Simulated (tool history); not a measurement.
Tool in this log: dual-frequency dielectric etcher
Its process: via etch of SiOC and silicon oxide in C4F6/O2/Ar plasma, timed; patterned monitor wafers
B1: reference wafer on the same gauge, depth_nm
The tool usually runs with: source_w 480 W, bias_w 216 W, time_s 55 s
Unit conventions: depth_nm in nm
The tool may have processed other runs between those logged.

Run 1, hour 0: usual settings; B1 61.5. Result: depth_nm 76.9 nm.
Run 2, hour 15.5: usual settings; B1 61.5. Result: depth_nm 76.9 nm.
Run 3, hour 46: usual settings; B1 61.5. Result: depth_nm 77.2 nm.
Run 4, hour 80.8: usual settings; B1 61.5. Result: depth_nm 77.1 nm.
Run 5, hour 104.6: usual settings; B1 61.5. Result: depth_nm 77.3 nm.
At hour 108.8: gauge calibrated.
At hour 129.3: wet clean of the chamber.
Run 6, hour 129.8: usual settings; B1 61.5. Result: depth_nm 75.5 nm.
Run 7, hour 136.4: usual settings; B1 61.5. Result: depth_nm 75.5 nm.
At hour 140.7: source power generator calibrated.
Run 8, hour 151.2: usual settings; B1 61.5. Result: depth_nm 75.6 nm.
Run 9, hour 170.6: usual settings but time_s 39.5 s; B1 61.5. Result: depth_nm 54.5 nm.
Run 10, hour 182.7: usual settings but source_w 590 W, bias_w 235 W, time_s 69.5 s; B1 61.5. Result: depth_nm 106.2 nm.
Run 11, hour 199.5: usual settings but bias_w 251 W, time_s 45.5 s; B1 61.5. Result: depth_nm 65.3 nm.
Run 12, hour 215.5: usual settings but bias_w 267 W; B1 61.5. Result: depth_nm 80.2 nm.
At hour 223.7: bias power generator calibrated.
At hour 250.4: upper electrode replaced.
Run 13, hour 250.9: usual settings but bias_w 190 W, time_s 40.5 s; B1 61.5. Result: depth_nm 54.1 nm.
Run 14, hour 267.3: usual settings but source_w 590 W, bias_w 174 W, time_s 69 s; B1 61.5. Result: depth_nm 98.5 nm.
Run 15, hour 281.4: usual settings; B1 61.5. Result: depth_nm 76.1 nm.
Run 16, hour 315: usual settings; B1 61.5. Result: depth_nm 76.4 nm.

Alternative continuations, all from the tool just after run 16; predict every row:
Run A, hour 315.4: usual settings; B1 ?. Result: depth_nm ?.
Run B, hour 315.4: usual settings but bias_w 246 W; B1 ?. Result: depth_nm ?.
Run C, hour 315.4: usual settings but source_w 510 W, time_s 47.5 s; B1 ?. Result: depth_nm ?.

run    B1  depth_nm
  A  61.5      76.3
  B  61.5      78.9
  C  61.5      67.5
Had the tool no hidden state, the same runs would have come out as:
run  depth_nm
  A      75.4
  B      78.1
  C      66.8

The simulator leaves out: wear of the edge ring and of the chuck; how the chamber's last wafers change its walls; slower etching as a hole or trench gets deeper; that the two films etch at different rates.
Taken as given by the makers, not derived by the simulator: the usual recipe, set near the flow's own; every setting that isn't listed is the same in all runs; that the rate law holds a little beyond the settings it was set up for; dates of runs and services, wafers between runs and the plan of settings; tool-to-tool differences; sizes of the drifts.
